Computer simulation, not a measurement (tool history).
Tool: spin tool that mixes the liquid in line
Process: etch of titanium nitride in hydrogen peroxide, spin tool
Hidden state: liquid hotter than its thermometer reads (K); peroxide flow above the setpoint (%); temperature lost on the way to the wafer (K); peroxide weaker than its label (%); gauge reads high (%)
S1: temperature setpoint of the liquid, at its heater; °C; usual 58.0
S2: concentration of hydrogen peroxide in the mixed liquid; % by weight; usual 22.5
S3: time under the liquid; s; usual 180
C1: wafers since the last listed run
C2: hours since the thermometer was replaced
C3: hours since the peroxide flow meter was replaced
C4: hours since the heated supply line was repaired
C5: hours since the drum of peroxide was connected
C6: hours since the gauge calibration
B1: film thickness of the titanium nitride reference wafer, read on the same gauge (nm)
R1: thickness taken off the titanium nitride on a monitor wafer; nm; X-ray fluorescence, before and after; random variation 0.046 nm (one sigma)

run	day	S1	S2	S3	C1	C2	C3	C4	C5	C6	B1	R1
1	0.000	58.0	24.5	180	0	198.8	383.2	478.3	86.6	807.8	80.00	14.05
2	2.775	50.5	20.0	180	345	265.4	449.8	544.9	153.2	874.4	80.00	7.95
3	3.967	63.5	22.5	245	148	294.0	478.4	573.5	181.8	903.0	80.00	27.25
4	6.662	51.5	19.5	95	335	358.7	543.1	638.2	246.5	967.7	79.99	4.48
5	8.271	58.0	20.0	180	200	397.3	581.7	676.8	285.1	1006.3	80.02	13.47
# day 16.158: new drum of peroxide connected
6	16.421	58.0	22.5	180	1008	592.9	777.3	872.4	6.3	1201.9	79.98	13.85
# day 16.562: heated supply line repaired
7	17.812	58.0	22.5	265	167	626.3	810.7	30.0	39.7	1235.3	80.00	20.30
# day 18.238: gauge calibrated
8	19.621	54.0	16.5	260	225	669.7	854.1	73.4	83.1	33.2	80.00	14.18
9	20.688	58.0	22.5	180	132	695.3	879.7	99.0	108.7	58.8	80.00	13.93
10	22.212	63.5	29.0	255	189	731.9	916.3	135.6	145.3	95.4	79.99	29.82
11	24.171	61.0	19.5	260	243	778.9	963.3	182.6	192.3	142.4	80.01	23.69
# day 24.333: peroxide flow meter replaced
12	25.696	52.0	22.5	180	184	815.5	32.7	219.2	228.9	179.0	80.00	9.04
13	27.446	51.0	17.0	85	217	857.5	74.7	261.2	270.9	221.0	80.02	3.76
14	28.700	63.5	22.5	180	156	887.6	104.8	291.3	301.0	251.1	79.99	20.07
15	29.975	58.0	22.5	180	158	918.2	135.4	321.9	331.6	281.7	79.99	13.76
16	31.579	58.0	22.5	180	199	956.7	173.9	360.4	370.1	320.2	80.00	13.78
# day 33.525: new drum of peroxide connected
17	34.121	58.0	22.5	180	311	1017.7	234.9	421.4	14.3	381.2	80.00	13.77
18	36.100	58.0	22.5	180	246	1065.2	282.4	468.9	61.8	428.7	79.98	13.90
19	38.542	50.5	26.5	180	303	1123.8	341.0	527.5	120.4	487.3	79.99	8.44
20	40.675	58.0	17.5	90	265	1175.0	392.2	578.7	171.6	538.5	79.98	6.55
21	43.600	58.0	22.5	285	363	1245.2	462.4	648.9	241.8	608.7	80.00	21.86
22	46.400	58.0	22.5	180	348	1312.4	529.6	716.1	309.0	675.9	79.99	13.80
23	47.408	58.0	22.5	180	125	1336.6	553.8	740.3	333.2	700.1	80.00	13.84
24	48.408	66.0	19.0	235	124	1360.6	577.8	764.3	357.2	724.1	80.00	29.78

The tool's hidden state at each run:
liquid hotter than its thermometer reads (K): 0 in every run
peroxide flow above the setpoint (%): 0 in every run
temperature lost on the way to the wafer (K): 0 in every run
peroxide weaker than its label (%): 0 in every run
gauge reads high (%): 0 in every run

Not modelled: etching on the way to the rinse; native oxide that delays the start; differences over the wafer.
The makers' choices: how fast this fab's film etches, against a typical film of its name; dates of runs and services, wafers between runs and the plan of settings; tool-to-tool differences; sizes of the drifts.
